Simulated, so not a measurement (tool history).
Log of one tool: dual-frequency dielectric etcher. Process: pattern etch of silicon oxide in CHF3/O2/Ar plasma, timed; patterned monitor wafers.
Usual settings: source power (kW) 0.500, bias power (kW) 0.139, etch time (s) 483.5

run	day	source power (kW)	bias power (kW)	etch time (s)	wafers since the last listed run	hours since the last wet clean	hours since the last source power generator calibration	hours since the last bias power generator calibration	hours since the last upper electrode change	hours since the gauge calibration	read-back reference wafer on the same gauge, depth_nm	mean etch depth across the wafer (angstrom)
1	0.000	0.500	0.139	483.5	0	270.5	1828.8	1722.0	2412.4	86.5	1042.0	8534
2	1.112	0.500	0.139	483.5	89	297.2	1855.5	1748.7	2439.1	113.2	1043.2	8502
3	2.325	0.500	0.139	483.5	97	326.3	1884.6	1777.8	2468.2	142.3	1042.2	8549
4	3.383	0.500	0.139	483.5	84	351.7	1910.0	1803.2	2493.6	167.7	1041.1	8538
5	4.250	0.500	0.139	483.5	69	372.5	1930.8	1824.0	2514.4	188.5	1041.8	8471
# day 5.575: wet clean of the chamber
6	5.596	0.500	0.139	483.5	27	0.5	1963.1	1856.3	2546.7	220.8	1041.6	8633
# day 6.829: upper electrode replaced
7	6.850	0.500	0.139	483.5	20	30.6	1993.2	1886.4	0.5	250.9	1041.3	8563
8	7.462	0.440	0.113	564.0	49	45.3	2007.9	1901.1	15.2	265.6	1042.3	8497
9	7.971	0.390	0.109	367.0	40	57.5	2020.1	1913.3	27.4	277.8	1042.4	5199
# day 8.150: source power generator calibrated
10	9.154	0.610	0.162	395.0	81	85.9	24.1	1941.7	55.8	306.2	1042.5	8094
11	10.450	0.380	0.151	522.5	104	117.0	55.2	1972.8	86.9	337.3	1041.5	8701
12	11.271	0.500	0.148	538.0	65	136.7	74.9	1992.5	106.6	357.0	1042.3	9755
13	12.117	0.540	0.126	592.5	67	157.0	95.2	2012.8	126.9	377.3	1043.0	10317
14	12.983	0.450	0.124	536.0	69	177.8	116.0	2033.6	147.7	398.1	1041.9	8488
15	14.750	0.500	0.139	483.5	141	220.2	158.4	2076.0	190.1	440.5	1041.8	8541
16	15.392	0.500	0.139	483.5	51	235.6	173.8	2091.4	205.5	455.9	1040.9	8509
17	16.129	0.500	0.139	483.5	59	253.3	191.5	2109.1	223.2	473.6	1041.7	8501
18	16.804	0.500	0.114	483.5	54	269.5	207.7	2125.3	239.4	489.8	1041.6	7691
19	17.367	0.560	0.149	557.0	45	283.0	221.2	2138.8	252.9	503.3	1041.8	10568
# day 17.833: bias power generator calibrated
20	18.779	0.400	0.153	423.5	100	316.9	255.1	22.7	286.8	537.2	1042.4	7404
21	19.946	0.590	0.157	435.5	93	344.9	283.1	50.7	314.8	565.2	1042.1	8906
22	21.250	0.570	0.124	483.5	104	376.2	314.4	82.0	346.1	596.5	1042.1	8641
23	21.771	0.400	0.139	483.5	41	388.7	326.9	94.5	358.6	609.0	1041.8	8030
24	22.367	0.500	0.139	483.5	47	403.0	341.2	108.8	372.9	623.3	1041.5	8763
25	23.712	0.380	0.168	483.5	108	435.3	373.5	141.1	405.2	655.6	1041.3	8666
# day 24.833: wet clean of the chamber
26	24.854	0.550	0.139	388.0	11	0.5	400.9	168.5	432.6	683.0	1041.8	7306
27	25.658	0.500	0.139	362.5	64	19.8	420.2	187.8	451.9	702.3	1041.1	6566
28	26.621	0.500	0.139	483.5	77	42.9	443.3	210.9	475.0	725.4	1041.7	8704
29	29.546	0.570	0.139	430.0	234	113.1	513.5	281.1	545.2	795.6	1042.9	8070
30	30.508	0.500	0.139	483.5	77	136.2	536.6	304.2	568.3	818.7	1041.7	8658

Measured less the same run without the tool's hidden state. The same run-to-run variation is in both; the gauge's scatter may not be:
The hidden state here: etch rate over this chamber's usual, %; source power that arrives over what is set, %; bias power that arrives over what is set, %; gauge reads high (%).
run	mean etch depth across the wafer (angstrom)
1	-240
2	-240
3	-242
4	-242
5	-241
6	-246
7	-246
8	-226
9	-138
10	-242
11	-264
12	-288
13	-287
14	-238
15	-249
16	-249
17	-249
18	-207
19	-315
20	-4
21	-13
22	-21
23	-24
24	-30
25	-42
26	-38
27	-39
28	-57
29	-67
30	-78

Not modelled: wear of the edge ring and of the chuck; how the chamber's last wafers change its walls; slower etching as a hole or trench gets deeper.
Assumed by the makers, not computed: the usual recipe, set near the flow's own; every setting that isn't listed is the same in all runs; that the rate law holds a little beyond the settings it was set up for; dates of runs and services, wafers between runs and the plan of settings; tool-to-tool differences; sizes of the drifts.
